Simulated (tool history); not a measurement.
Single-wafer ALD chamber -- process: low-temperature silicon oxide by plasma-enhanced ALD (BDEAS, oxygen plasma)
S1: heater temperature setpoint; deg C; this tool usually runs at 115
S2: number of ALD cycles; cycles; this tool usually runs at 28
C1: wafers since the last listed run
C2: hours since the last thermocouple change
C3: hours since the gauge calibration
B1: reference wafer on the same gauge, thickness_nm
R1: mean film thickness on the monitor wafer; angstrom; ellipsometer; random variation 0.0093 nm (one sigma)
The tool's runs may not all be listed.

{"run": 1, "hour": 0.0, "S1": 107, "S2": 27, "C1": 0, "C2": 765.7, "C3": 648.1, "B1": 3.006, "R1": 36.25}
{"run": 2, "hour": 83.8, "S1": 107, "S2": 27, "C1": 640, "C2": 849.5, "C3": 731.9, "B1": 3.01, "R1": 36.45}
{"run": 3, "hour": 126.1, "S1": 107, "S2": 27, "C1": 323, "C2": 891.8, "C3": 774.2, "B1": 3.009, "R1": 36.4}
{"run": 4, "hour": 185.0, "S1": 125, "S2": 28, "C1": 450, "C2": 950.7, "C3": 833.1, "B1": 3.01, "R1": 36.35}
{"run": 5, "hour": 288.1, "S1": 125, "S2": 28, "C1": 788, "C2": 1053.8, "C3": 936.2, "B1": 3.01, "R1": 36.36}
{"run": 6, "hour": 366.8, "S1": 115, "S2": 28, "C1": 601, "C2": 1132.5, "C3": 1014.9, "B1": 3.009, "R1": 37.11}
{"run": 7, "hour": 419.5, "S1": 115, "S2": 28, "C1": 402, "C2": 1185.2, "C3": 1067.6, "B1": 3.01, "R1": 36.9}
{"run": 8, "hour": 508.3, "S1": 124, "S2": 28, "C1": 678, "C2": 1274.0, "C3": 1156.4, "B1": 3.008, "R1": 36.55}
{"run": 9, "hour": 671.4, "S1": 124, "S2": 28, "C1": 1246, "C2": 1437.1, "C3": 1319.5, "B1": 3.008, "R1": 36.3}
{"run": 10, "hour": 768.1, "S1": 124, "S2": 28, "C1": 739, "C2": 1533.8, "C3": 1416.2, "B1": 3.01, "R1": 36.35}
{"run": 11, "hour": 824.0, "S1": 115, "S2": 28, "C1": 427, "C2": 1589.7, "C3": 1472.1, "B1": 3.01, "R1": 37.17}
{"run": 12, "hour": 889.2, "S1": 115, "S2": 28, "C1": 498, "C2": 1654.9, "C3": 1537.3, "B1": 3.011, "R1": 37.0}
{"run": 13, "hour": 991.0, "S1": 115, "S2": 23, "C1": 778, "C2": 1756.7, "C3": 1639.1, "B1": 3.011, "R1": 30.36}
{"run": 14, "hour": 1085.1, "S1": 107, "S2": 24, "C1": 719, "C2": 1850.8, "C3": 1733.2, "B1": 3.011, "R1": 32.21}
{"run": 15, "hour": 1165.7, "S1": 128, "S2": 30, "C1": 616, "C2": 1931.4, "C3": 1813.8, "B1": 3.009, "R1": 38.76}
{"run": 16, "hour": 1230.5, "S1": 127, "S2": 28, "C1": 495, "C2": 1996.2, "C3": 1878.6, "B1": 3.009, "R1": 36.25}
{"hour": 1270.6, "done": "gauge calibrated"}
{"run": 17, "hour": 1308.2, "S1": 121, "S2": 26, "C1": 593, "C2": 2073.9, "C3": 37.6, "B1": 3.012, "R1": 34.08}
{"run": 18, "hour": 1351.7, "S1": 126, "S2": 23, "C1": 332, "C2": 2117.4, "C3": 81.1, "B1": 3.008, "R1": 29.79}
{"run": 19, "hour": 1398.2, "S1": 115, "S2": 28, "C1": 355, "C2": 2163.9, "C3": 127.6, "B1": 3.008, "R1": 37.09}
{"hour": 1533.1, "done": "thermocouple changed; heater temperature recalibrated"}
{"run": 20, "hour": 1672.5, "S1": 115, "S2": 34, "C1": 2035, "C2": 139.4, "C3": 401.9, "B1": 3.011, "R1": 45.25}
{"run": 21, "hour": 1767.4, "S1": 110, "S2": 24, "C1": 725, "C2": 234.3, "C3": 496.8, "B1": 3.011, "R1": 32.28}
{"run": 22, "hour": 1812.3, "S1": 122, "S2": 26, "C1": 343, "C2": 279.2, "C3": 541.7, "B1": 3.011, "R1": 34.03}
{"run": 23, "hour": 1870.6, "S1": 126, "S2": 23, "C1": 445, "C2": 337.5, "C3": 600.0, "B1": 3.012, "R1": 30.0}
{"run": 24, "hour": 2006.9, "S1": 130, "S2": 28, "C1": 1041, "C2": 473.8, "C3": 736.3, "B1": 3.01, "R1": 36.03}
{"run": 25, "hour": 2083.1, "S1": 125, "S2": 28, "C1": 582, "C2": 550.0, "C3": 812.5, "B1": 3.011, "R1": 36.51}

Describe how what the log doesn't record of the tool's condition differs between the last listed run preceding each entry between runs and the first listed run following it.
In the gap between runs 16 and 17: gauge calibrated (hour 1270.6)
  wafer temperature above the value expected at the setpoint (K): 6.02 -> 6.06
  measured value less the no-hidden-state value, R1: -0.41 -> -0.38 angstrom
In the gap between runs 19 and 20: thermocouple changed; heater temperature recalibrated (hour 1533.1)
  wafer temperature above the value expected at the setpoint (K): 6.1 -> 1.25
  measured value less the no-hidden-state value, R1: -0.42 -> -0.11 angstrom
